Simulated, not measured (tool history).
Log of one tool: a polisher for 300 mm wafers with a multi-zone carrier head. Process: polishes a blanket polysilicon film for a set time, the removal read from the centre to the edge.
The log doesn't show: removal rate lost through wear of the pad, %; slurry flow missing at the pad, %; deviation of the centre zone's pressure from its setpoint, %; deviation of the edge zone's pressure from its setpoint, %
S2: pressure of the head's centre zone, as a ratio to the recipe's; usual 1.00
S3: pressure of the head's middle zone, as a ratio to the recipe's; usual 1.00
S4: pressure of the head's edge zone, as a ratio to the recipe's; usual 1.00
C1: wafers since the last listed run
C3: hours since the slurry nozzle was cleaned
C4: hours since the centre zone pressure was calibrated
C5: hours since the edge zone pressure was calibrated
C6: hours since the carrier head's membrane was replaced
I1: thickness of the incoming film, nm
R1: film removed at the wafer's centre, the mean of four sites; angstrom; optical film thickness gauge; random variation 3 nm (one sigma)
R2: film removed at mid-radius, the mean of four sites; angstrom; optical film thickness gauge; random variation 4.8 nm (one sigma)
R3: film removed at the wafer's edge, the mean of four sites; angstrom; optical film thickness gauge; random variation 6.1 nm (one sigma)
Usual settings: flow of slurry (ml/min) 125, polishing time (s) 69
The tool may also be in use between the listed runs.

run 1 hour=0.0 | flow_of_slurry_(ml/min)=125 S2=1.00 S3=1.00 S4=1.09 polishing_time_(s)=69 | C1=0 wafers_polished_on_this_pad=4180 C3=57.9 C4=532.3 C5=316.3 C6=563.3 | I1=1054.2 | R1=4236 R2=3912 R3=4060
-- hour=42.1 carrier head's membrane replaced by a new one
run 2 hour=85.2 | flow_of_slurry_(ml/min)=125 S2=1.00 S3=1.00 S4=1.00 polishing_time_(s)=69 | C1=911 wafers_polished_on_this_pad=5091 C3=143.1 C4=617.5 C5=401.5 C6=43.1 | I1=1055.7 | R1=4230 R2=3914 R3=3751
run 3 hour=137.1 | flow_of_slurry_(ml/min)=125 S2=1.00 S3=1.00 S4=1.00 polishing_time_(s)=69 | C1=589 wafers_polished_on_this_pad=5681 C3=195.0 C4=669.4 C5=453.4 C6=95.0 | I1=1037.3 | R1=4159 R2=3792 R3=3797
run 4 hour=189.9 | flow_of_slurry_(ml/min)=110 S2=1.08 S3=1.10 S4=1.04 polishing_time_(s)=69 | C1=599 wafers_polished_on_this_pad=6281 C3=247.8 C4=722.2 C5=506.2 C6=147.8 | I1=1053.3 | R1=4469 R2=3885 R3=3756
run 5 hour=235.3 | flow_of_slurry_(ml/min)=110 S2=1.08 S3=1.10 S4=1.04 polishing_time_(s)=69 | C1=515 wafers_polished_on_this_pad=6797 C3=293.2 C4=767.6 C5=551.6 C6=193.2 | I1=1061.4 | R1=4453 R2=3866 R3=3664
-- hour=247.2 worn pad replaced by a new one
run 6 hour=324.1 | flow_of_slurry_(ml/min)=125 S2=1.00 S3=1.03 S4=1.00 polishing_time_(s)=69 | C1=963 wafers_polished_on_this_pad=873 C3=382.0 C4=856.4 C5=640.4 C6=282.0 | I1=1047.7 | R1=4558 R2=4127 R3=4001
run 7 hour=413.2 | flow_of_slurry_(ml/min)=155 S2=1.06 S3=1.09 S4=1.00 polishing_time_(s)=61 | C1=1012 wafers_polished_on_this_pad=1885 C3=471.1 C4=945.5 C5=729.5 C6=371.1 | I1=1066.3 | R1=4325 R2=3957 R3=3507
-- hour=446.6 centre zone pressure recalibrated
run 8 hour=471.5 | flow_of_slurry_(ml/min)=125 S2=0.94 S3=1.05 S4=1.07 polishing_time_(s)=61 | C1=639 wafers_polished_on_this_pad=2525 C3=529.4 C4=24.9 C5=787.8 C6=429.4 | I1=1056.9 | R1=3383 R2=3635 R3=3666
run 9 hour=514.0 | flow_of_slurry_(ml/min)=125 S2=0.89 S3=0.91 S4=0.93 polishing_time_(s)=82 | C1=482 wafers_polished_on_this_pad=3008 C3=571.9 C4=67.4 C5=830.3 C6=471.9 | I1=1048.3 | R1=4301 R2=4361 R3=4573
-- hour=582.9 slurry nozzle cleaned
run 10 hour=587.7 | flow_of_slurry_(ml/min)=145 S2=1.00 S3=1.00 S4=0.95 polishing_time_(s)=69 | C1=826 wafers_polished_on_this_pad=3834 C3=4.8 C4=141.1 C5=904.0 C6=545.6 | I1=1059.6 | R1=4106 R2=4015 R3=3764
-- hour=662.4 carrier head's membrane replaced by a new one
run 11 hour=687.7 | flow_of_slurry_(ml/min)=125 S2=1.00 S3=1.00 S4=1.00 polishing_time_(s)=69 | C1=1079 wafers_polished_on_this_pad=4913 C3=104.8 C4=241.1 C5=1004.0 C6=25.3 | I1=1053.0 | R1=4098 R2=3871 R3=3847
run 12 hour=742.5 | flow_of_slurry_(ml/min)=150 S2=0.89 S3=1.05 S4=1.00 polishing_time_(s)=69 | C1=622 wafers_polished_on_this_pad=5536 C3=159.6 C4=295.9 C5=1058.8 C6=80.1 | I1=1050.9 | R1=3703 R2=4040 R3=3879
run 13 hour=812.0 | flow_of_slurry_(ml/min)=125 S2=0.91 S3=1.00 S4=1.00 polishing_time_(s)=69 | C1=789 wafers_polished_on_this_pad=6326 C3=229.1 C4=365.4 C5=1128.3 C6=149.6 | I1=1040.3 | R1=3653 R2=3831 R3=3636
-- hour=837.6 edge zone pressure recalibrated
-- hour=872.7 worn pad replaced by a new one
run 14 hour=912.4 | flow_of_slurry_(ml/min)=125 S2=1.06 S3=1.00 S4=0.95 polishing_time_(s)=69 | C1=1072 wafers_polished_on_this_pad=450 C3=329.5 C4=465.8 C5=74.8 C6=250.0 | I1=1030.7 | R1=4614 R2=4064 R3=3959
run 15 hour=961.6 | flow_of_slurry_(ml/min)=125 S2=1.00 S3=1.00 S4=1.00 polishing_time_(s)=69 | C1=559 wafers_polished_on_this_pad=1009 C3=378.7 C4=515.0 C5=124.0 C6=299.2 | I1=1061.6 | R1=4330 R2=4122 R3=4014
run 16 hour=1029.0 | flow_of_slurry_(ml/min)=110 S2=0.91 S3=1.00 S4=1.00 polishing_time_(s)=45 | C1=765 wafers_polished_on_this_pad=1775 C3=446.1 C4=582.4 C5=191.4 C6=366.6 | I1=1051.2 | R1=2521 R2=2591 R3=2569
run 17 hour=1110.6 | flow_of_slurry_(ml/min)=125 S2=1.07 S3=1.11 S4=1.00 polishing_time_(s)=69 | C1=927 wafers_polished_on_this_pad=2703 C3=527.7 C4=664.0 C5=273.0 C6=448.2 | I1=1054.9 | R1=4570 R2=4308 R3=3960
run 18 hour=1199.2 | flow_of_slurry_(ml/min)=125 S2=0.92 S3=1.00 S4=0.95 polishing_time_(s)=77 | C1=1006 wafers_polished_on_this_pad=3709 C3=616.3 C4=752.6 C5=361.6 C6=536.8 | I1=1049.7 | R1=4432 R2=4365 R3=4287
-- hour=1261.6 carrier head's membrane replaced by a new one
run 19 hour=1340.6 | flow_of_slurry_(ml/min)=125 S2=1.00 S3=1.00 S4=1.00 polishing_time_(s)=69 | C1=1549 wafers_polished_on_this_pad=5259 C3=757.7 C4=894.0 C5=503.0 C6=79.0 | I1=1044.7 | R1=4322 R2=3955 R3=3747
-- hour=1391.7 slurry nozzle cleaned
run 20 hour=1419.5 | flow_of_slurry_(ml/min)=125 S2=1.00 S3=1.00 S4=0.90 polishing_time_(s)=86 | C1=885 wafers_polished_on_this_pad=6144 C3=27.8 C4=972.9 C5=581.9 C6=157.9 | I1=1058.2 | R1=5336 R2=4866 R3=4518
-- hour=1441.9 centre zone pressure recalibrated
run 21 hour=1501.1 | flow_of_slurry_(ml/min)=105 S2=1.00 S3=1.00 S4=1.00 polishing_time_(s)=69 | C1=904 wafers_polished_on_this_pad=7049 C3=109.4 C4=59.2 C5=663.5 C6=239.5 | I1=1043.6 | R1=3840 R2=3662 R3=3632
run 22 hour=1602.0 | flow_of_slurry_(ml/min)=125 S2=0.89 S3=1.00 S4=1.00 polishing_time_(s)=69 | C1=1146 wafers_polished_on_this_pad=8195 C3=210.3 C4=160.1 C5=764.4 C6=340.4 | I1=1069.6 | R1=3534 R2=3817 R3=3685
-- hour=1616.4 worn pad replaced by a new one
run 23 hour=1660.9 | flow_of_slurry_(ml/min)=125 S2=1.00 S3=1.00 S4=1.00 polishing_time_(s)=69 | C1=623 wafers_polished_on_this_pad=505 C3=269.2 C4=219.0 C5=823.3 C6=399.3 | I1=1040.7 | R1=4392 R2=4069 R3=4099

Some steps in R1 between neighbouring runs. How much of each would the tool show without its hidden state too (settings, what came in, random variation), and how much is left for the hidden state, with any gauge scatter that isn't in both results?
Run 7 -> 8: flow of slurry (ml/min) 155 -> 125, S2 1.06 -> 0.94, S3 1.09 -> 1.05, S4 1.00 -> 1.07, centre zone pressure recalibrated. R1 -942 angstrom: hidden state -409, all else -533.
Run 15 -> 16: flow of slurry (ml/min) 125 -> 110, S2 1.00 -> 0.91, polishing time (s) 69 -> 45. R1 -1809 angstrom: hidden state -58, all else -1751.
Run 16 -> 17: flow of slurry (ml/min) 110 -> 125, S2 0.91 -> 1.07, S3 1.00 -> 1.11, polishing time (s) 45 -> 69. R1 +2049 angstrom: hidden state +48, all else +2001.
Run 22 -> 23: S2 0.89 -> 1.00, worn pad replaced by a new one. R1 +858 angstrom: hidden state +346, all else +512.
